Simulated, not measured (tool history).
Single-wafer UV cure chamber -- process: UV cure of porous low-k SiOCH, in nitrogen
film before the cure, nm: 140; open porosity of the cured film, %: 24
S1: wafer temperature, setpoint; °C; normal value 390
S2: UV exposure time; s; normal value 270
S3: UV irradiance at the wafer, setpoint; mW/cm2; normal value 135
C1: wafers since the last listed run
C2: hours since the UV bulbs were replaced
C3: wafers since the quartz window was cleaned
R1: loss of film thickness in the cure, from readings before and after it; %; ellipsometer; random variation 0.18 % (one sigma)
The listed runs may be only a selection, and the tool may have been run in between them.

run   hour   S1   S2   S3   C1      C2    C3      R1
  1    0.0  390  270  135    0  1632.4  2678  14.473
  2   16.0  390  270  135   86  1648.4  2764  14.213
  3   47.0  390  270  135  167  1679.4  2931  14.383
  4   70.9  390  270  149  128  1703.3  3060  15.238
  5  103.7  390  220  135  176  1736.1  3237  13.101
  6  134.5  390  220  135  166  1766.9  3403  13.252
  7  146.6  390  270  135   65  1779.0  3468  14.200
  8  166.4  390  270  135  106  1798.8  3575  14.252
     189.7  -- quartz window cleaned
  9  201.6  390  270  135  146  1834.0    64  14.099
 10  235.6  379  270  135  183  1868.0   247  13.905
 11  264.4  385  270  135  155  1896.8   402  13.915
 12  277.4  390  270  135   70  1909.8   472  13.878
 13  297.0  390  270  135  105  1929.4   578  14.151
     306.8  -- UV bulbs replaced
 14  314.8  390  270  135   52     8.0   631  15.836
 15  331.2  379  360  109   88    24.4   719  16.369
 16  356.8  403  215  103  137    50.0   857  13.770
 17  387.6  384  270  116  166    80.8  1023  15.323
 18  414.9  396  340  147  147   108.1  1170  18.166
 19  427.4  395  330  135   67   120.6  1238  17.200
 20  453.4  379  270  135  140   146.6  1378  15.917
 21  471.9  390  270  135   99   165.1  1478  15.933
 22  485.1  410  145  106   71   178.3  1549  12.012
 23  512.5  390  160  135  147   205.7  1697  13.604
 24  529.1  384  270  116   89   222.3  1786  14.951
 25  558.2  390  270  135  156   251.4  1943  16.052
 26  593.8  401  320  118  191   287.0  2135  16.096
 27  617.5  383  430  135  127   310.7  2263  17.949

How would selected steps in R1 from run to run divide? Give the signed amount a tool lacking its hidden state would still show from settings, what came in and random variation, and the signed amount left for the hidden state, including any gauge scatter that is not in both of the compared results.
Hidden state present: lamp output below its setpoint, %; transmission lost against a clean window, %.
Run 3 -> 4: S3 135 -> 149. R1 +0.855 %: hidden state -0.088, all else +0.943.
Run 13 -> 14: UV bulbs replaced. R1 +1.685 %: hidden state +2.169, all else -0.484.
Run 17 -> 18: S1 384 -> 396, S2 270 -> 340, S3 116 -> 147. R1 +2.843 %: hidden state -0.028, all else +2.871.
Run 21 -> 22: S1 390 -> 410, S2 270 -> 145, S3 135 -> 106. R1 -3.921 %: hidden state -0.001, all else -3.920.

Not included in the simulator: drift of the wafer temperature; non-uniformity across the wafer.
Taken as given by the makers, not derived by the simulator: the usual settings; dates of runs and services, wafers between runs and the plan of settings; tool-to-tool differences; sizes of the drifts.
